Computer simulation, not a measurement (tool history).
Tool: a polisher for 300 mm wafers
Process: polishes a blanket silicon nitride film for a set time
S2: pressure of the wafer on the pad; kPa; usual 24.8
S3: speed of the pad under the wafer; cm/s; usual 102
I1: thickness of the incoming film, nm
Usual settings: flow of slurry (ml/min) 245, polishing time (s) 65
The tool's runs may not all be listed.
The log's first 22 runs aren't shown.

run 23 hour=535.7 | flow_of_slurry_(ml/min)=245 S2=24.8 S3=102 polishing_time_(s)=65 | I1=419.4 | film_removed_(angstrom)=1241
run 24 hour=561 | flow_of_slurry_(ml/min)=215 S2=24.8 S3=126 polishing_time_(s)=65 | I1=417.5 | film_removed_(angstrom)=1383
run 25 hour=586.1 | flow_of_slurry_(ml/min)=245 S2=24.8 S3=102 polishing_time_(s)=65 | I1=423.3 | film_removed_(angstrom)=1188
run 26 hour=599.9 | flow_of_slurry_(ml/min)=290 S2=24.8 S3=128 polishing_time_(s)=73 | I1=425.2 | film_removed_(angstrom)=1619
-- hour=623.1 worn pad replaced by a new one
run 27 hour=625.4 | flow_of_slurry_(ml/min)=245 S2=30.3 S3=120 polishing_time_(s)=58 | I1=421.9 | film_removed_(angstrom)=1467
run 28 hour=657.9 | flow_of_slurry_(ml/min)=275 S2=24.8 S3=102 polishing_time_(s)=65 | I1=422.8 | film_removed_(angstrom)=1199
run 29 hour=685.5 | flow_of_slurry_(ml/min)=205 S2=29.6 S3=68 polishing_time_(s)=57 | I1=425.5 | film_removed_(angstrom)=918
run 30 hour=713.2 | flow_of_slurry_(ml/min)=245 S2=27.6 S3=90 polishing_time_(s)=76 | I1=428.3 | film_removed_(angstrom)=1375
run 31 hour=745 | flow_of_slurry_(ml/min)=270 S2=24.8 S3=102 polishing_time_(s)=45 | I1=424.2 | film_removed_(angstrom)=808
run 32 hour=768.8 | flow_of_slurry_(ml/min)=205 S2=17.2 S3=102 polishing_time_(s)=65 | I1=414.9 | film_removed_(angstrom)=757
run 33 hour=827.6 | flow_of_slurry_(ml/min)=195 S2=24.8 S3=134 polishing_time_(s)=52 | I1=415.7 | film_removed_(angstrom)=997
-- hour=843.5 worn pad replaced by a new one
run 34 hour=844 | flow_of_slurry_(ml/min)=190 S2=32.4 S3=86 polishing_time_(s)=65 | I1=414.8 | film_removed_(angstrom)=1178
run 35 hour=873.5 | flow_of_slurry_(ml/min)=245 S2=24.8 S3=102 polishing_time_(s)=65 | I1=417.6 | film_removed_(angstrom)=1060
-- hour=887.3 head pressure recalibrated
run 36 hour=891.3 | flow_of_slurry_(ml/min)=310 S2=27.6 S3=126 polishing_time_(s)=75 | I1=423.1 | film_removed_(angstrom)=1825
run 37 hour=917.3 | flow_of_slurry_(ml/min)=310 S2=24.8 S3=102 polishing_time_(s)=65 | I1=421.5 | film_removed_(angstrom)=1244
-- hour=995.1 slurry nozzle cleaned
run 38 hour=1019 | flow_of_slurry_(ml/min)=245 S2=24.8 S3=102 polishing_time_(s)=43 | I1=424.7 | film_removed_(angstrom)=838

Forecast each of these 3 alternatives for the next run:
run A hour=1019.4 | flow_of_slurry_(ml/min)=245 S2=24.8 S3=102 polishing_time_(s)=65 | I1=414.3 | film_removed_(angstrom)=?
run B hour=1019.4 | flow_of_slurry_(ml/min)=170 S2=24.8 S3=102 polishing_time_(s)=65 | I1=414.3 | film_removed_(angstrom)=?
run C hour=1019.4 | flow_of_slurry_(ml/min)=245 S2=24.8 S3=102 polishing_time_(s)=51 | I1=414.3 | film_removed_(angstrom)=?

run=A film_removed_(angstrom)=1228
run=B film_removed_(angstrom)=1162
run=C film_removed_(angstrom)=964
Without the tool's hidden state the same runs would have given:
run=A film_removed_(angstrom)=1268
run=B film_removed_(angstrom)=1201
run=C film_removed_(angstrom)=995
